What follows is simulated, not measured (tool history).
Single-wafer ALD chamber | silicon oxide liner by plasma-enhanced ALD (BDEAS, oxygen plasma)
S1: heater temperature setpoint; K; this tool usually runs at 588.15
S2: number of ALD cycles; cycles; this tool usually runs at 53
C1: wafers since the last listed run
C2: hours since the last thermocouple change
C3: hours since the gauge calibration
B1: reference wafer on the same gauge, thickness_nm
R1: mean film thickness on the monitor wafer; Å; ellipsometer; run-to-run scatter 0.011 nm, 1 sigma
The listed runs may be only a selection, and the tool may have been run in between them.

{"run": 1, "hour": 0.0, "S1": 588.15, "S2": 53, "C1": 0, "C2": 1733.9, "C3": 1633.2, "B1": 5.076, "R1": 45.18}
{"run": 2, "hour": 78.9, "S1": 588.15, "S2": 53, "C1": 541, "C2": 1812.8, "C3": 1712.1, "B1": 5.07, "R1": 44.99}
{"run": 3, "hour": 396.5, "S1": 588.15, "S2": 53, "C1": 2179, "C2": 2130.4, "C3": 2029.7, "B1": 5.07, "R1": 44.87}
{"run": 4, "hour": 487.2, "S1": 588.15, "S2": 53, "C1": 622, "C2": 2221.1, "C3": 2120.4, "B1": 5.075, "R1": 45.07}
{"run": 5, "hour": 564.7, "S1": 588.15, "S2": 59, "C1": 531, "C2": 2298.6, "C3": 2197.9, "B1": 5.075, "R1": 50.08}
{"run": 6, "hour": 649.3, "S1": 588.15, "S2": 59, "C1": 580, "C2": 2383.2, "C3": 2282.5, "B1": 5.069, "R1": 50.1}
{"run": 7, "hour": 698.6, "S1": 588.15, "S2": 59, "C1": 338, "C2": 2432.5, "C3": 2331.8, "B1": 5.062, "R1": 50.12}
{"run": 8, "hour": 773.0, "S1": 588.15, "S2": 53, "C1": 510, "C2": 2506.9, "C3": 2406.2, "B1": 5.064, "R1": 44.82}
{"run": 9, "hour": 871.2, "S1": 588.15, "S2": 53, "C1": 673, "C2": 2605.1, "C3": 2504.4, "B1": 5.071, "R1": 44.72}
{"run": 10, "hour": 936.6, "S1": 588.15, "S2": 53, "C1": 448, "C2": 2670.5, "C3": 2569.8, "B1": 5.072, "R1": 44.72}
{"run": 11, "hour": 1038.0, "S1": 588.15, "S2": 53, "C1": 695, "C2": 2771.9, "C3": 2671.2, "B1": 5.072, "R1": 44.77}
{"run": 12, "hour": 1123.9, "S1": 597.15, "S2": 61, "C1": 589, "C2": 2857.8, "C3": 2757.1, "B1": 5.068, "R1": 50.85}
{"run": 13, "hour": 1217.6, "S1": 597.15, "S2": 61, "C1": 642, "C2": 2951.5, "C3": 2850.8, "B1": 5.066, "R1": 50.75}
{"hour": 1279.0, "done": "thermocouple changed; heater temperature recalibrated"}
{"run": 14, "hour": 1320.8, "S1": 588.15, "S2": 53, "C1": 653, "C2": 41.8, "C3": 2954.0, "B1": 5.072, "R1": 45.13}
{"hour": 1382.4, "done": "gauge calibrated"}
{"run": 15, "hour": 1388.6, "S1": 588.15, "S2": 53, "C1": 465, "C2": 109.6, "C3": 6.2, "B1": 5.074, "R1": 45.41}
{"run": 16, "hour": 1492.4, "S1": 588.15, "S2": 53, "C1": 712, "C2": 213.4, "C3": 110.0, "B1": 5.065, "R1": 45.61}
{"run": 17, "hour": 1592.9, "S1": 588.15, "S2": 53, "C1": 689, "C2": 313.9, "C3": 210.5, "B1": 5.068, "R1": 45.37}
{"run": 18, "hour": 1677.2, "S1": 588.15, "S2": 53, "C1": 578, "C2": 398.2, "C3": 294.8, "B1": 5.075, "R1": 45.47}
{"run": 19, "hour": 1730.4, "S1": 588.15, "S2": 53, "C1": 365, "C2": 451.4, "C3": 348.0, "B1": 5.062, "R1": 45.24}
{"run": 20, "hour": 1832.5, "S1": 602.15, "S2": 53, "C1": 700, "C2": 553.5, "C3": 450.1, "B1": 5.076, "R1": 44.22}
{"run": 21, "hour": 1879.8, "S1": 574.15, "S2": 45, "C1": 324, "C2": 600.8, "C3": 497.4, "B1": 5.07, "R1": 39.21}
{"run": 22, "hour": 1957.4, "S1": 588.15, "S2": 53, "C1": 532, "C2": 678.4, "C3": 575.0, "B1": 5.07, "R1": 45.15}
{"run": 23, "hour": 2049.8, "S1": 588.15, "S2": 53, "C1": 633, "C2": 770.8, "C3": 667.4, "B1": 5.069, "R1": 45.32}
{"run": 24, "hour": 2127.1, "S1": 581.15, "S2": 47, "C1": 530, "C2": 848.1, "C3": 744.7, "B1": 5.079, "R1": 40.45}
{"run": 25, "hour": 2164.5, "S1": 588.15, "S2": 63, "C1": 256, "C2": 885.5, "C3": 782.1, "B1": 5.072, "R1": 53.94}
{"run": 26, "hour": 2465.9, "S1": 580.15, "S2": 47, "C1": 2067, "C2": 1186.9, "C3": 1083.5, "B1": 5.066, "R1": 40.59}
{"run": 27, "hour": 2525.9, "S1": 588.15, "S2": 46, "C1": 411, "C2": 1246.9, "C3": 1143.5, "B1": 5.073, "R1": 39.16}
{"run": 28, "hour": 2592.2, "S1": 588.15, "S2": 63, "C1": 454, "C2": 1313.2, "C3": 1209.8, "B1": 5.07, "R1": 53.65}
{"run": 29, "hour": 2674.6, "S1": 595.15, "S2": 59, "C1": 565, "C2": 1395.6, "C3": 1292.2, "B1": 5.068, "R1": 49.62}
{"run": 30, "hour": 2734.7, "S1": 575.15, "S2": 44, "C1": 412, "C2": 1455.7, "C3": 1352.3, "B1": 5.07, "R1": 38.19}
{"run": 31, "hour": 2828.3, "S1": 588.15, "S2": 53, "C1": 642, "C2": 1549.3, "C3": 1445.9, "B1": 5.067, "R1": 44.96}
{"run": 32, "hour": 2933.4, "S1": 588.15, "S2": 53, "C1": 721, "C2": 1654.4, "C3": 1551.0, "B1": 5.072, "R1": 45.21}
{"run": 33, "hour": 2995.3, "S1": 593.15, "S2": 43, "C1": 424, "C2": 1716.3, "C3": 1612.9, "B1": 5.066, "R1": 36.36}
{"run": 34, "hour": 3060.8, "S1": 582.15, "S2": 45, "C1": 449, "C2": 1781.8, "C3": 1678.4, "B1": 5.064, "R1": 38.69}
{"run": 35, "hour": 3128.4, "S1": 599.15, "S2": 46, "C1": 463, "C2": 1849.4, "C3": 1746.0, "B1": 5.073, "R1": 38.31}
{"run": 36, "hour": 3196.1, "S1": 580.15, "S2": 53, "C1": 464, "C2": 1917.1, "C3": 1813.7, "B1": 5.071, "R1": 45.57}
{"run": 37, "hour": 3295.2, "S1": 588.15, "S2": 60, "C1": 679, "C2": 2016.2, "C3": 1912.8, "B1": 5.07, "R1": 51.06}
{"run": 38, "hour": 3395.8, "S1": 579.15, "S2": 49, "C1": 690, "C2": 2116.8, "C3": 2013.4, "B1": 5.07, "R1": 42.39}
{"run": 39, "hour": 3491.3, "S1": 593.15, "S2": 53, "C1": 655, "C2": 2212.3, "C3": 2108.9, "B1": 5.073, "R1": 44.56}

For each run, the measured value with the value that run would have given without the tool's hidden condition subtracted. The run-to-run variation is shared by both, the gauge scatter possibly not:
Hidden state at play: wafer temperature above the value expected at the setpoint (K); gauge reads high (%).
run=1 R1=-0.32
run=2 R1=-0.32
run=3 R1=-0.38
run=4 R1=-0.39
run=5 R1=-0.46
run=6 R1=-0.47
run=7 R1=-0.48
run=8 R1=-0.44
run=9 R1=-0.45
run=10 R1=-0.46
run=11 R1=-0.48
run=12 R1=-0.57
run=13 R1=-0.59
run=14 R1=+0.03
run=15 R1=+0.02
run=16 R1=+0.00
run=17 R1=-0.01
run=18 R1=-0.03
run=19 R1=-0.04
run=20 R1=-0.05
run=21 R1=-0.14
run=22 R1=-0.08
run=23 R1=-0.09
run=24 R1=-0.09
run=25 R1=-0.13
run=26 R1=-0.14
run=27 R1=-0.14
run=28 R1=-0.21
run=29 R1=-0.21
run=30 R1=-0.17
run=31 R1=-0.22
run=32 R1=-0.24
run=33 R1=-0.20
run=34 R1=-0.22
run=35 R1=-0.23
run=36 R1=-0.27
run=37 R1=-0.33
run=38 R1=-0.29
run=39 R1=-0.32
